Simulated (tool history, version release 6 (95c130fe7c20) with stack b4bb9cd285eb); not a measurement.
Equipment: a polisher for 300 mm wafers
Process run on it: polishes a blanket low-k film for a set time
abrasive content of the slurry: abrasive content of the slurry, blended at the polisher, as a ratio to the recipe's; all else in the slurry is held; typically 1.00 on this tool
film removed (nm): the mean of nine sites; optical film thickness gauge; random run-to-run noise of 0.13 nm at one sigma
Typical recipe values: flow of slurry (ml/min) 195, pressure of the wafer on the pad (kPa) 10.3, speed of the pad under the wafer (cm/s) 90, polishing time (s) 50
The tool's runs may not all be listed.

run,day,flow of slurry (ml/min),pressure of the wafer on the pad (kPa),speed of the pad under the wafer (cm/s),abrasive content of the slurry,polishing time (s),"incoming thickness of the incoming film, nm",film removed (nm)
1,0.000,195,10.3,90,1.00,50,608.5,14.6
# day 0.462: worn pad replaced by a new one
# day 2.650: head pressure recalibrated
2,3.012,195,10.3,90,1.00,43,607.4,13.5
# day 4.200: slurry nozzle cleaned
3,6.562,195,10.3,90,1.00,43,623.3,13.5
# day 7.046: conditioning disc replaced and pad reconditioned
4,10.996,250,10.3,90,1.10,50,605.3,16.8
5,14.762,250,10.3,90,1.10,50,617.1,16.4
# day 18.292: slurry blender recalibrated
6,18.542,195,10.3,100,1.00,45,618.1,14.6
# day 19.796: worn pad replaced by a new one
7,20.475,195,10.3,100,1.00,45,600.0,15.2
8,22.829,195,10.3,90,1.00,50,609.8,15.5
9,24.783,195,7.6,90,0.75,50,614.4,8.3
# day 26.804: conditioning disc replaced and pad reconditioned
10,28.362,195,7.6,90,0.75,50,606.8,8.4
# day 28.946: head pressure recalibrated
11,35.104,195,9.0,90,1.10,50,620.1,14.0
# day 37.062: slurry nozzle cleaned
12,39.079,195,10.3,90,1.00,50,609.7,14.7
# day 40.842: worn pad replaced by a new one, of another model than before
# day 41.433: slurry blender recalibrated
13,42.779,195,10.3,90,1.00,55,612.7,17.0
# day 50.121: head pressure recalibrated
# day 50.692: conditioning disc replaced and pad reconditioned
14,52.483,195,10.3,98,1.00,50,606.1,15.8
15,56.700,160,10.3,90,1.25,50,600.5,16.5
# day 59.400: worn pad replaced by a new one
16,61.021,260,10.3,112,0.80,50,612.4,14.5
# day 64.542: slurry blender recalibrated
17,66.167,195,10.3,90,1.00,50,602.0,15.2
18,68.167,195,10.3,90,0.80,68,616.3,16.8
19,70.204,195,10.3,90,1.00,50,620.4,15.2
# day 71.204: conditioning disc replaced and pad reconditioned
20,73.992,195,10.3,90,1.00,50,607.4,14.9
# day 74.838: slurry nozzle cleaned
# day 74.871: head pressure recalibrated
21,76.617,195,7.6,102,1.00,50,604.9,13.1
# day 79.392: worn pad replaced by a new one
22,79.846,195,10.3,90,0.80,50,615.2,12.5
23,87.229,195,10.3,112,1.15,50,611.2,18.7
# day 88.750: slurry blender recalibrated
24,90.108,195,10.3,90,1.00,50,605.4,15.2
# day 93.429: conditioning disc replaced and pad reconditioned
25,93.975,130,7.6,118,1.00,50,617.0,12.6

Alternative continuations, all from the tool just after run 25; predict every row:
A,93.992,195,10.3,90,1.00,50,619.0,?
B,93.992,195,11.7,90,1.30,60,619.0,?
C,93.992,240,12.4,90,1.00,50,619.0,?
D,93.992,160,10.3,90,1.00,39,619.0,?

run,film removed (nm)
A,14.9
B,23.1
C,17.5
D,11.1
Stripped of hidden state, with their random variation kept, the same runs would have yielded:
run,film removed (nm)
A,15.6
B,24.1
C,18.3
D,11.6
